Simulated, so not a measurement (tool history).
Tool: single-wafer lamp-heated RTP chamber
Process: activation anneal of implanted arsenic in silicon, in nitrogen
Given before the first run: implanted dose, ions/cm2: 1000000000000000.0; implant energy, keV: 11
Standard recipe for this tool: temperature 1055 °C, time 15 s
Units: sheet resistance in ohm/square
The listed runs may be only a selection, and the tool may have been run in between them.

run	hour	temperature	time	wafers since the last listed run	wafers since the last pyrometer calibration	wafers since the reflector plate was cleaned	hours since the gauge calibration	read-back reference wafer on the same gauge, sheet resistance	sheet resistance
1	0	1055	12	0	57	5890	156	117	128.22
2	22.9	1055	15	397	455	6288	178.9	117.03	123.51
3	54.6	1055	15	550	1006	6839	210.6	117.13	121.31
4	77.7	1055	15	401	1408	7240	233.7	117.05	121.45
5	91	1040	21	231	1639	7471	247	116.98	122.39
# hour 104.3: pyrometer window cleaned and pyrometer calibrated
6	108.4	1040	21	163	71	7635	264.4	117.02	125.39
# hour 132.9: gauge calibrated
7	140.6	1055	15	559	630	8194	7.7	117.01	122.3
8	172.5	1034	9	554	1185	8749	39.6	116.94	138.03
# hour 198.5: pyrometer window cleaned and pyrometer calibrated
9	205.3	1073	9	430	117	9180	72.4	116.99	125.31
10	228.9	1041	20	410	527	9590	96	116.92	123.23
# hour 258.4: reflector plate cleaned
11	261.8	1055	15	432	960	58	128.9	116.91	120.74
12	284.1	1030	15	387	1347	445	151.2	117.08	130.86
# hour 294.1: pyrometer window cleaned and pyrometer calibrated
13	300.1	1033	19	139	103	584	167.2	116.94	129.44
14	324.5	1055	15	424	527	1009	191.6	117.08	124.06

Measured less the same run without the tool's hidden state. The same run-to-run variation is in both; the gauge's scatter may not be:
Hidden state present: true wafer temperature minus pyrometer reading, K; wafer temperature error from the tarnished reflector plate, K; gauge reads high (%).
run	sheet resistance
1	-1.02
2	-2.82
3	-3.94
4	-4.33
5	-4.86
6	-1.21
7	-3.38
8	-6.65
9	-1.6
10	-3.71
11	-4.39
12	-6.93
13	-1.16
14	-2.77
